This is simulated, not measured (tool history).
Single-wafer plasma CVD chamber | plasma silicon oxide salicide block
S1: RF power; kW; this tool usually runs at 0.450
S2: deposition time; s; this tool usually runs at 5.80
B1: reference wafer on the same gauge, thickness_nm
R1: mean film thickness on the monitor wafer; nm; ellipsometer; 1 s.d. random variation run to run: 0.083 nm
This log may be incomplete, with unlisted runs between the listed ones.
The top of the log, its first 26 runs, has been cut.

{"run": 27, "hour": 343.4, "S1": 0.45, "S2": 4.94, "B1": 64.036, "R1": 47.227}
{"run": 28, "hour": 352.8, "S1": 0.405, "S2": 5.8, "B1": 63.982, "R1": 54.175}
{"run": 29, "hour": 367.8, "S1": 0.365, "S2": 5.22, "B1": 64.023, "R1": 47.555}
{"hour": 386.3, "done": "showerhead replaced"}
{"run": 30, "hour": 386.8, "S1": 0.45, "S2": 5.8, "B1": 63.984, "R1": 55.409}
{"run": 31, "hour": 398.4, "S1": 0.365, "S2": 4.78, "B1": 63.987, "R1": 43.536}
{"run": 32, "hour": 413.6, "S1": 0.385, "S2": 5.8, "B1": 64.013, "R1": 53.446}
{"run": 33, "hour": 423.7, "S1": 0.45, "S2": 6.26, "B1": 64.003, "R1": 59.837}
{"run": 34, "hour": 439.2, "S1": 0.52, "S2": 4.77, "B1": 63.997, "R1": 47.026}

Run 35, settings as shown, results not yet in. Your forecast:
{"run": 35, "hour": 475.6, "S1": 0.45, "S2": 5.8, "B1": "?", "R1": "?"}

B1: 63.970
R1: 55.469 nm
Without the tool's hidden state the same run would have given R1 55.842 nm.
